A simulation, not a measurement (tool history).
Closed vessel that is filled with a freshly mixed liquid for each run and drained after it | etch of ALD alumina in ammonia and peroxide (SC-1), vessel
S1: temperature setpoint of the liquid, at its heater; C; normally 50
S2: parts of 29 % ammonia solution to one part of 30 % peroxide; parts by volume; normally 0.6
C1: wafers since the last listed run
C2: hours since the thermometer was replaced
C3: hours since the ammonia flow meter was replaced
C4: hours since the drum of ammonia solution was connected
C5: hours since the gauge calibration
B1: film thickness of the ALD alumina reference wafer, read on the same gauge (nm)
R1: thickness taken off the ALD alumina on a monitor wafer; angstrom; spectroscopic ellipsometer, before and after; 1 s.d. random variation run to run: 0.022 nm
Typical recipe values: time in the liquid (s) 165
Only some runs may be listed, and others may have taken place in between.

{"run": 1, "hour": 0.0, "S1": 50, "S2": 0.6, "time in the liquid (s)": 165, "C1": 0, "C2": 1447.7, "C3": 828.5, "C4": 509.3, "C5": 1350.5, "B1": 40.01, "R1": 67.4}
{"hour": 173.9, "done": "new drum of ammonia solution connected"}
{"run": 2, "hour": 179.3, "S1": 50, "S2": 0.6, "time in the liquid (s)": 165, "C1": 15059, "C2": 1627, "C3": 1007.8, "C4": 5.4, "C5": 1529.8, "B1": 39.99, "R1": 68}
{"run": 3, "hour": 220.6, "S1": 50, "S2": 0.6, "time in the liquid (s)": 165, "C1": 3488, "C2": 1668.3, "C3": 1049.1, "C4": 46.7, "C5": 1571.1, "B1": 39.99, "R1": 68.2}
{"run": 4, "hour": 288.6, "S1": 50, "S2": 0.6, "time in the liquid (s)": 165, "C1": 5743, "C2": 1736.3, "C3": 1117.1, "C4": 114.7, "C5": 1639.1, "B1": 39.99, "R1": 67.9}
{"run": 5, "hour": 337.5, "S1": 50, "S2": 0.6, "time in the liquid (s)": 165, "C1": 4130, "C2": 1785.2, "C3": 1166, "C4": 163.6, "C5": 1688, "B1": 39.99, "R1": 67.8}
{"run": 6, "hour": 364.1, "S1": 50, "S2": 0.6, "time in the liquid (s)": 165, "C1": 2246, "C2": 1811.8, "C3": 1192.6, "C4": 190.2, "C5": 1714.6, "B1": 39.99, "R1": 67.4}
{"run": 7, "hour": 406.6, "S1": 50, "S2": 0.6, "time in the liquid (s)": 165, "C1": 3589, "C2": 1854.3, "C3": 1235.1, "C4": 232.7, "C5": 1757.1, "B1": 39.99, "R1": 67.6}
{"run": 8, "hour": 454.7, "S1": 54, "S2": 0.6, "time in the liquid (s)": 165, "C1": 4062, "C2": 1902.4, "C3": 1283.2, "C4": 280.8, "C5": 1805.2, "B1": 40, "R1": 84.2}
{"run": 9, "hour": 510.7, "S1": 59.5, "S2": 0.7, "time in the liquid (s)": 165, "C1": 4729, "C2": 1958.4, "C3": 1339.2, "C4": 336.8, "C5": 1861.2, "B1": 40.01, "R1": 114.1}
{"run": 10, "hour": 562.6, "S1": 50, "S2": 0.6, "time in the liquid (s)": 165, "C1": 4383, "C2": 2010.3, "C3": 1391.1, "C4": 388.7, "C5": 1913.1, "B1": 40, "R1": 67.7}
{"hour": 639.9, "done": "thermometer replaced"}
{"run": 11, "hour": 703.5, "S1": 44, "S2": 0.5, "time in the liquid (s)": 165, "C1": 11816, "C2": 63.6, "C3": 1532, "C4": 529.6, "C5": 2054, "B1": 40.01, "R1": 47.3}
{"hour": 714.3, "done": "gauge calibrated"}
{"hour": 750.4, "done": "ammonia flow meter replaced"}
{"run": 12, "hour": 767.9, "S1": 50, "S2": 0.6, "time in the liquid (s)": 90, "C1": 5354, "C2": 128, "C3": 17.5, "C4": 594, "C5": 53.6, "B1": 39.99, "R1": 36.7}
{"run": 13, "hour": 815.7, "S1": 57.5, "S2": 0.85, "time in the liquid (s)": 190, "C1": 4037, "C2": 175.8, "C3": 65.3, "C4": 641.8, "C5": 101.4, "B1": 39.99, "R1": 119.5}
{"hour": 998.9, "done": "new drum of ammonia solution connected"}
{"run": 14, "hour": 1024.9, "S1": 50, "S2": 0.5, "time in the liquid (s)": 165, "C1": 17585, "C2": 385, "C3": 274.5, "C4": 26, "C5": 310.6, "B1": 40.01, "R1": 66.7}
{"run": 15, "hour": 1064.2, "S1": 50, "S2": 0.6, "time in the liquid (s)": 165, "C1": 3319, "C2": 424.3, "C3": 313.8, "C4": 65.3, "C5": 349.9, "B1": 40, "R1": 67.9}
{"run": 16, "hour": 1127.9, "S1": 44, "S2": 0.6, "time in the liquid (s)": 195, "C1": 5380, "C2": 488, "C3": 377.5, "C4": 129, "C5": 413.6, "B1": 40, "R1": 57.2}
{"run": 17, "hour": 1176.9, "S1": 50, "S2": 0.85, "time in the liquid (s)": 115, "C1": 4138, "C2": 537, "C3": 426.5, "C4": 178, "C5": 462.6, "B1": 40, "R1": 48.4}
{"run": 18, "hour": 1235.9, "S1": 45.5, "S2": 0.75, "time in the liquid (s)": 80, "C1": 4983, "C2": 596, "C3": 485.5, "C4": 237, "C5": 521.6, "B1": 40, "R1": 26.2}
{"run": 19, "hour": 1294.6, "S1": 50, "S2": 0.4, "time in the liquid (s)": 165, "C1": 4957, "C2": 654.7, "C3": 544.2, "C4": 295.7, "C5": 580.3, "B1": 40, "R1": 65.1}
{"run": 20, "hour": 1329.9, "S1": 40, "S2": 0.85, "time in the liquid (s)": 165, "C1": 2981, "C2": 690, "C3": 579.5, "C4": 331, "C5": 615.6, "B1": 40.01, "R1": 39.4}
{"run": 21, "hour": 1395.2, "S1": 50, "S2": 0.6, "time in the liquid (s)": 165, "C1": 5515, "C2": 755.3, "C3": 644.8, "C4": 396.3, "C5": 680.9, "B1": 39.99, "R1": 67.3}
{"run": 22, "hour": 1455.4, "S1": 50, "S2": 0.6, "time in the liquid (s)": 165, "C1": 5084, "C2": 815.5, "C3": 705, "C4": 456.5, "C5": 741.1, "B1": 39.99, "R1": 67.2}
{"run": 23, "hour": 1495.5, "S1": 50, "S2": 0.6, "time in the liquid (s)": 165, "C1": 3386, "C2": 855.6, "C3": 745.1, "C4": 496.6, "C5": 781.2, "B1": 40, "R1": 67.5}
{"run": 24, "hour": 1565.1, "S1": 50, "S2": 0.6, "time in the liquid (s)": 165, "C1": 5878, "C2": 925.2, "C3": 814.7, "C4": 566.2, "C5": 850.8, "B1": 40.01, "R1": 67.1}
{"run": 25, "hour": 1629.1, "S1": 50, "S2": 0.45, "time in the liquid (s)": 165, "C1": 5405, "C2": 989.2, "C3": 878.7, "C4": 630.2, "C5": 914.8, "B1": 39.99, "R1": 65.3}
{"run": 26, "hour": 1673.2, "S1": 50, "S2": 0.6, "time in the liquid (s)": 165, "C1": 3724, "C2": 1033.3, "C3": 922.8, "C4": 674.3, "C5": 958.9, "B1": 39.99, "R1": 67.2}
{"run": 27, "hour": 1725.4, "S1": 50, "S2": 0.75, "time in the liquid (s)": 165, "C1": 4408, "C2": 1085.5, "C3": 975, "C4": 726.5, "C5": 1011.1, "B1": 39.99, "R1": 67.9}
{"hour": 1746.3, "done": "new drum of ammonia solution connected"}
{"run": 28, "hour": 1772.1, "S1": 46.5, "S2": 0.6, "time in the liquid (s)": 245, "C1": 3859, "C2": 1132.2, "C3": 1021.7, "C4": 25.8, "C5": 1057.8, "B1": 39.99, "R1": 83.2}
{"run": 29, "hour": 1843.3, "S1": 50, "S2": 0.35, "time in the liquid (s)": 165, "C1": 6013, "C2": 1203.4, "C3": 1092.9, "C4": 97, "C5": 1129, "B1": 40.03, "R1": 64.7}

Below are 4 alternative next runs, each starting from the tool's condition after run 29. Predict each:
{"run": "A", "hour": 1844.0, "S1": 55.5, "S2": 0.6, "time in the liquid (s)": 165, "C1": 59, "C2": 1204.1, "C3": 1093.6, "C4": 97.7, "C5": 1129.7, "B1": "?", "R1": "?"}
{"run": "B", "hour": 1844.0, "S1": 46, "S2": 0.6, "time in the liquid (s)": 70, "C1": 59, "C2": 1204.1, "C3": 1093.6, "C4": 97.7, "C5": 1129.7, "B1": "?", "R1": "?"}
{"run": "C", "hour": 1844.0, "S1": 42.5, "S2": 0.6, "time in the liquid (s)": 265, "C1": 59, "C2": 1204.1, "C3": 1093.6, "C4": 97.7, "C5": 1129.7, "B1": "?", "R1": "?"}
{"run": "D", "hour": 1844.0, "S1": 40.5, "S2": 0.6, "time in the liquid (s)": 240, "C1": 59, "C2": 1204.1, "C3": 1093.6, "C4": 97.7, "C5": 1129.7, "B1": "?", "R1": "?"}

run=A B1=39.99 R1=91.8
run=B B1=39.99 R1=23.2
run=C B1=39.99 R1=71.7
run=D B1=39.99 R1=57.8
Stripped of hidden state, with their random variation kept, the same runs would have yielded:
run=A R1=92
run=B R1=23.2
run=C R1=71.9
run=D R1=57.9

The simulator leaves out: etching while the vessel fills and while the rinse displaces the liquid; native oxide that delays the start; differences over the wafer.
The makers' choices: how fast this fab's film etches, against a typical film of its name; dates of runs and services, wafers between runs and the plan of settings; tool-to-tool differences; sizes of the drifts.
